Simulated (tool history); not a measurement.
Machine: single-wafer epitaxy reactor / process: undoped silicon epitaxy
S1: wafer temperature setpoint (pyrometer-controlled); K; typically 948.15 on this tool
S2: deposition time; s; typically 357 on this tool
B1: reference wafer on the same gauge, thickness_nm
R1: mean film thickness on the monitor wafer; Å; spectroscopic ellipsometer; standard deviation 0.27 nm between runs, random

run,day,S1,S2,B1,R1
1,0,948.15,357,138.156,1165.77
2,0.671,948.15,357,138.023,1165.25
3,2.092,948.15,357,137.823,1158.29
4,2.992,948.15,357,137.606,1158.22
5,4.475,948.15,357,137.415,1158.87
6,5.096,948.15,357,137.341,1158.79
7,6.046,948.15,357,137.077,1158.07
8,7.512,958.15,376,137.075,1542.73
9,8.725,958.15,376,136.911,1535.26
10,9.596,958.15,376,136.786,1536.95
11,10.204,948.15,357,136.771,1160.26
12,11.683,948.15,357,136.642,1156.6
13,12.617,948.15,357,136.654,1160.71
14,13.921,948.15,357,136.592,1153.53
15,14.946,948.15,357,136.515,1152.84
16,16.25,940.15,357,136.37,953.36
17,16.921,948.15,414,136.355,1335.57
18,18.221,943.15,357,136.357,1023.21
19,18.925,943.15,357,136.261,1026.07
20,19.892,948.15,312,136.278,1005.59
21,21.358,948.15,312,136.259,1005.43
# day 21.429: gauge calibrated
22,25.358,948.15,382,138.638,1249.19
23,26.362,954.15,315,138.344,1185.32
# day 27.646: pyrometer calibrated
24,28.888,962.15,410,137.9,1839.53
25,30.288,944.15,357,137.559,1057.27
26,31.408,948.15,418,137.399,1354.78
27,32.833,936.15,330,137.205,806.4
28,33.983,941.15,308,137.154,849.84
29,34.775,948.15,357,136.99,1151.53
30,35.433,948.15,357,137.013,1156.44
31,36.658,952.15,334,136.728,1189.68
32,37.729,948.15,357,136.849,1155.96
33,38.712,953.15,299,136.685,1086.88
34,39.458,948.15,357,136.568,1150.02
35,40.496,961.15,394,136.653,1724.29
36,44.067,961.15,423,136.541,1844.96
37,45.442,942.15,287,136.346,805.11
38,46.088,933.15,314,136.364,703.27
39,47.096,948.15,309,136.272,997.67
40,49.888,948.15,357,136.237,1150.79
41,50.617,942.15,425,136.249,1188.31
42,51.483,954.15,290,136.244,1074.7
43,52.667,937.15,314,136.095,775.15
44,53.408,938.15,403,136.216,1022.29

Alternative continuations, all from the tool just after run 44; predict every row:
A,53.429,948.15,396,?,?
B,53.429,948.15,388,?,?
C,53.429,940.15,407,?,?
D,53.429,948.15,327,?,?

run,B1,R1
A,136.17,1273.92
B,136.17,1248.19
C,136.17,1082.53
D,136.17,1051.95
Had the tool no hidden state, the same runs would have come out as:
run,R1
A,1309.82
B,1283.36
C,1113.04
D,1081.6
